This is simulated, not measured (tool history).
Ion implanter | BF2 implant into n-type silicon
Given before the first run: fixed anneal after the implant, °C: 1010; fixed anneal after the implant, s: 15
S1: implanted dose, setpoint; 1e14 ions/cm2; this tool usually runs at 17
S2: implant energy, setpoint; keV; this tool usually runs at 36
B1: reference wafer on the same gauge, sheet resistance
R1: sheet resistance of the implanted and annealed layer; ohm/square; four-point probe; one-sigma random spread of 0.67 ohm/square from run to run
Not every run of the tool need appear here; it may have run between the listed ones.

{"run": 1, "day": 0.0, "S1": 17, "S2": 36, "B1": 132.16, "R1": 123.1}
{"run": 2, "day": 1.188, "S1": 17, "S2": 36, "B1": 131.85, "R1": 124.57}
{"run": 3, "day": 1.775, "S1": 17, "S2": 36, "B1": 131.71, "R1": 124.48}
{"run": 4, "day": 2.808, "S1": 17, "S2": 36, "B1": 131.4, "R1": 125.42}
{"run": 5, "day": 3.538, "S1": 17, "S2": 36, "B1": 131.55, "R1": 125.24}
{"run": 6, "day": 5.129, "S1": 17, "S2": 36, "B1": 131.55, "R1": 123.64}
{"run": 7, "day": 8.783, "S1": 19.08, "S2": 40.5, "B1": 131.39, "R1": 114.55}
{"run": 8, "day": 9.629, "S1": 19.08, "S2": 40.5, "B1": 131.08, "R1": 115.53}
{"day": 11.183, "done": "extraction supply calibrated"}
{"run": 9, "day": 11.204, "S1": 19.08, "S2": 40.5, "B1": 131.11, "R1": 115.9}
{"run": 10, "day": 11.638, "S1": 17, "S2": 26, "B1": 130.87, "R1": 147.86}
{"run": 11, "day": 12.538, "S1": 13.64, "S2": 32, "B1": 130.98, "R1": 138.24}
{"day": 13.733, "done": "gauge calibrated"}
{"run": 12, "day": 13.85, "S1": 17, "S2": 44, "B1": 133.77, "R1": 114.65}
{"run": 13, "day": 14.775, "S1": 17, "S2": 36, "B1": 133.32, "R1": 125.92}
{"run": 14, "day": 16.067, "S1": 20.71, "S2": 36, "B1": 132.83, "R1": 123.4}
{"run": 15, "day": 17.304, "S1": 17, "S2": 27.5, "B1": 132.68, "R1": 143.39}
{"day": 17.962, "done": "Faraday cup replaced and dose calibrated"}
{"run": 16, "day": 18.712, "S1": 15.02, "S2": 26, "B1": 132.22, "R1": 150.1}
{"run": 17, "day": 20.1, "S1": 17, "S2": 36, "B1": 132.25, "R1": 124.83}
{"run": 18, "day": 20.6, "S1": 20.31, "S2": 40, "B1": 131.9, "R1": 114.38}
{"run": 19, "day": 21.438, "S1": 17, "S2": 36, "B1": 131.78, "R1": 125.42}
{"run": 20, "day": 22.658, "S1": 17, "S2": 45.5, "B1": 131.84, "R1": 110.76}

Forecast each of these 4 alternatives for the next run:
{"run": "A", "day": 22.675, "S1": 13.07, "S2": 36, "B1": "?", "R1": "?"}
{"run": "B", "day": 22.675, "S1": 13.79, "S2": 26, "B1": "?", "R1": "?"}
{"run": "C", "day": 22.675, "S1": 19.47, "S2": 24.5, "B1": "?", "R1": "?"}
{"run": "D", "day": 22.675, "S1": 14.03, "S2": 36, "B1": "?", "R1": "?"}

run=A B1=131.54 R1=131.11
run=B B1=131.54 R1=151
run=C B1=131.54 R1=148.27
run=D B1=131.54 R1=128.63
With no hidden state in the tool, these same runs would have given:
run=A R1=133.42
run=B R1=153.66
run=C R1=150.88
run=D R1=130.9
